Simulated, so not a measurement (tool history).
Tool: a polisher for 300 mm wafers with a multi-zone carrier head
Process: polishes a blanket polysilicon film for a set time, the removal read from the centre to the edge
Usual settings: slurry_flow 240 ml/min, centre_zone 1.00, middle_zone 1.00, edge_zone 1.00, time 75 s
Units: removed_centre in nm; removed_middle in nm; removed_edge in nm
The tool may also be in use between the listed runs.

run   hour  slurry_flow  centre_zone  middle_zone  edge_zone  time  incoming thickness of the incoming film, nm  removed_centre  removed_middle  removed_edge
  1    0.0          240         1.00         1.05       1.00    75                                       2044.8           550.6           556.4         552.7
  2    9.6          240         1.00         1.00       1.00    75                                       2033.8           566.1           536.1         540.5
      16.1  -- worn pad replaced by a new one
  3   19.1          240         1.00         1.00       1.00    75                                       2060.5           614.6           610.6         628.2
  4   32.8          240         1.00         1.00       1.00    75                                       2055.2           601.0           588.5         596.7
  5   46.2          240         1.00         1.00       1.04    75                                       2073.6           592.8           572.5         601.9
  6   70.6          240         1.00         1.00       1.04    75                                       2071.9           571.7           558.4         576.0
      76.8  -- carrier head's membrane replaced by a new one
  7   84.3          180         1.00         1.00       1.00    75                                       2060.5           535.5           528.1         560.8
  8   99.8          180         1.00         1.00       1.00    75                                       2061.8           522.7           525.1         534.6
     107.4  -- centre zone pressure recalibrated
     109.8  -- edge zone pressure recalibrated
  9  122.0          240         1.00         1.00       1.00    75                                       2064.7           548.6           533.4         557.7
 10  131.8          240         1.00         1.00       1.00    60                                       2065.6           443.7           435.8         437.1
     133.3  -- slurry nozzle cleaned
 11  140.1          180         1.06         0.95       1.00    75                                       2102.7           553.5           486.3         523.0
 12  150.4          320         1.00         1.00       1.00    75                                       2031.5           577.5           553.4         560.4
 13  160.9          200         1.00         1.04       1.00    75                                       2073.6           531.2           536.5         530.5
 14  174.4          240         1.00         1.09       0.94    96                                       2089.8           690.9           739.7         668.6
     189.6  -- worn pad replaced by a new one
 15  190.1          240         1.00         1.08       0.94    75                                       2072.2           617.9           652.5         613.2
 16  194.9          240         1.00         1.00       1.00    75                                       2076.4           622.1           612.3         610.8
 17  229.7          240         1.00         1.00       1.00    75                                       2068.7           594.4           566.3         582.0
 18  237.8          240         0.92         1.00       1.00    75                                       2082.8           535.1           570.9         572.1

Forecast each of these 4 alternatives for the next run:
  A  238.2          240         0.95         1.00       1.00    75                                       2053.9               ?               ?             ?
  B  238.2          240         1.12         1.00       1.00    75                                       2053.9               ?               ?             ?
  C  238.2          240         1.00         1.08       1.04    89                                       2053.9               ?               ?             ?
  D  238.2          240         0.89         0.90       1.00    75                                       2053.9               ?               ?             ?

run  removed_centre  removed_middle  removed_edge
  A           553.3           563.6         573.1
  B           653.2           563.1         573.1
  C           691.9           713.7         689.6
  D           517.7           516.2         573.8
Without the tool's hidden state the same runs would have given:
run  removed_centre  removed_middle  removed_edge
  A           613.2           624.5         635.0
  B           723.8           624.0         635.0
  C           766.7           790.9         764.2
  D           573.7           572.0         635.9
